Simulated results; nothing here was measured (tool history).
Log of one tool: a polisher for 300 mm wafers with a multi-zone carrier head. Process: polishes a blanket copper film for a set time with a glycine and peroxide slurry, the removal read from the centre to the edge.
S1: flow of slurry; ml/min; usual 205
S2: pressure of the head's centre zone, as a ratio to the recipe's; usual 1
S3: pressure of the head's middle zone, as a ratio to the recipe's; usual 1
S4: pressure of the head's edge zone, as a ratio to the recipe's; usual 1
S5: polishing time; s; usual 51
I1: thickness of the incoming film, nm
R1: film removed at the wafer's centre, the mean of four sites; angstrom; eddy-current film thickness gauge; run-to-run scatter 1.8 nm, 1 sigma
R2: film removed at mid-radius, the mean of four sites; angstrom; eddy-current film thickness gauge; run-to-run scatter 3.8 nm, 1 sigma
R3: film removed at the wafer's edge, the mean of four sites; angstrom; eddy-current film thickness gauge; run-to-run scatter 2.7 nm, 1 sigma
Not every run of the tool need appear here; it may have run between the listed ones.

{"run": 1, "hour": 0.0, "S1": 205, "S2": 1, "S3": 1, "S4": 1, "S5": 51, "I1": 2195.8, "R1": 2281, "R2": 2285, "R3": 2252}
{"hour": 17.9, "done": "carrier head's membrane replaced by a new one"}
{"run": 2, "hour": 71.7, "S1": 205, "S2": 1, "S3": 1, "S4": 1, "S5": 51, "I1": 2272.5, "R1": 2298, "R2": 2302, "R3": 2192}
{"hour": 106.3, "done": "worn pad replaced by a new one, repeated, since the last time left the tool worse"}
{"run": 3, "hour": 156.7, "S1": 205, "S2": 0.98, "S3": 1, "S4": 1, "S5": 51, "I1": 2239.7, "R1": 2463, "R2": 2507, "R3": 2462}
{"hour": 165.2, "done": "centre zone pressure recalibrated"}
{"run": 4, "hour": 220.7, "S1": 205, "S2": 0.98, "S3": 1, "S4": 1, "S5": 51, "I1": 2248.8, "R1": 2460, "R2": 2454, "R3": 2511}
{"run": 5, "hour": 282.6, "S1": 205, "S2": 1, "S3": 1, "S4": 1, "S5": 51, "I1": 2217.7, "R1": 2507, "R2": 2484, "R3": 2480}
{"run": 6, "hour": 377.3, "S1": 205, "S2": 1, "S3": 0.97, "S4": 1, "S5": 51, "I1": 2250, "R1": 2458, "R2": 2410, "R3": 2420}
{"run": 7, "hour": 457.3, "S1": 205, "S2": 0.98, "S3": 1, "S4": 1, "S5": 51, "I1": 2259.3, "R1": 2380, "R2": 2403, "R3": 2367}
{"hour": 515.2, "done": "worn pad replaced by a new one"}
{"hour": 532.2, "done": "slurry nozzle cleaned"}
{"run": 8, "hour": 546.0, "S1": 205, "S2": 1, "S3": 1, "S4": 1, "S5": 51, "I1": 2229.3, "R1": 2514, "R2": 2552, "R3": 2509}
{"run": 9, "hour": 592.6, "S1": 145, "S2": 0.94, "S3": 0.95, "S4": 1, "S5": 38, "I1": 2217.5, "R1": 1696, "R2": 1779, "R3": 1785}
{"hour": 603.0, "done": "carrier head's membrane replaced by a new one"}
{"hour": 623.6, "done": "edge zone pressure recalibrated"}
{"run": 10, "hour": 662.1, "S1": 205, "S2": 1, "S3": 1.07, "S4": 1.06, "S5": 35, "I1": 2269.9, "R1": 1713, "R2": 1742, "R3": 1724}
{"run": 11, "hour": 747.8, "S1": 205, "S2": 1, "S3": 1, "S4": 1, "S5": 51, "I1": 2244.4, "R1": 2492, "R2": 2387, "R3": 2418}
{"run": 12, "hour": 850.8, "S1": 205, "S2": 1, "S3": 0.9, "S4": 1, "S5": 66, "I1": 2272.1, "R1": 3162, "R2": 2992, "R3": 3145}
{"run": 13, "hour": 943.6, "S1": 205, "S2": 1, "S3": 1, "S4": 1.11, "S5": 51, "I1": 2193, "R1": 2401, "R2": 2417, "R3": 2486}
{"run": 14, "hour": 986.6, "S1": 255, "S2": 1.11, "S3": 1, "S4": 0.89, "S5": 51, "I1": 2259.5, "R1": 2762, "R2": 2434, "R3": 2283}
{"hour": 1029.2, "done": "centre zone pressure recalibrated"}
{"hour": 1037.6, "done": "worn pad replaced by a new one"}
{"run": 15, "hour": 1073.5, "S1": 205, "S2": 1, "S3": 1, "S4": 1, "S5": 51, "I1": 2225.5, "R1": 2556, "R2": 2487, "R3": 2494}
{"run": 16, "hour": 1137.7, "S1": 185, "S2": 1, "S3": 1.03, "S4": 1, "S5": 61, "I1": 2219.5, "R1": 3012, "R2": 3048, "R3": 2911}
{"run": 17, "hour": 1223.9, "S1": 260, "S2": 1, "S3": 1.07, "S4": 0.96, "S5": 36, "I1": 2244.6, "R1": 1834, "R2": 1824, "R3": 1723}
{"hour": 1267.1, "done": "carrier head's membrane replaced by a new one"}
{"run": 18, "hour": 1267.6, "S1": 205, "S2": 1, "S3": 1, "S4": 1.09, "S5": 34, "I1": 2237.6, "R1": 1661, "R2": 1636, "R3": 1659}
{"hour": 1292.1, "done": "edge zone pressure recalibrated"}
{"hour": 1324.5, "done": "slurry nozzle cleaned"}
{"run": 19, "hour": 1327.7, "S1": 205, "S2": 1, "S3": 1, "S4": 1, "S5": 51, "I1": 2255.7, "R1": 2501, "R2": 2409, "R3": 2423}
{"run": 20, "hour": 1424.8, "S1": 205, "S2": 1, "S3": 1, "S4": 1, "S5": 51, "I1": 2240.3, "R1": 2432, "R2": 2352, "R3": 2430}
{"run": 21, "hour": 1491.2, "S1": 270, "S2": 0.96, "S3": 1, "S4": 1, "S5": 51, "I1": 2218.8, "R1": 2384, "R2": 2424, "R3": 2413}

Run-by-run hidden state of the tool:
slurry flow missing at the pad, %: 0 in every run
deviation of the centre zone's pressure from its setpoint, %: 0 in every run
deviation of the edge zone's pressure from its setpoint, %: 0 in every run
H1: removal rate lost through wear of the pad, %
run=1 H1=10.1
run=2 H1=10.9
run=3 H1=1.21
run=4 H1=1.95
run=5 H1=2.66
run=6 H1=3.74
run=7 H1=4.66
run=8 H1=0.723
run=9 H1=1.26
run=10 H1=2.05
run=11 H1=3.04
run=12 H1=4.22
run=13 H1=5.28
run=14 H1=5.78
run=15 H1=0.826
run=16 H1=1.56
run=17 H1=2.55
run=18 H1=3.05
run=19 H1=3.74
run=20 H1=4.86
run=21 H1=5.62
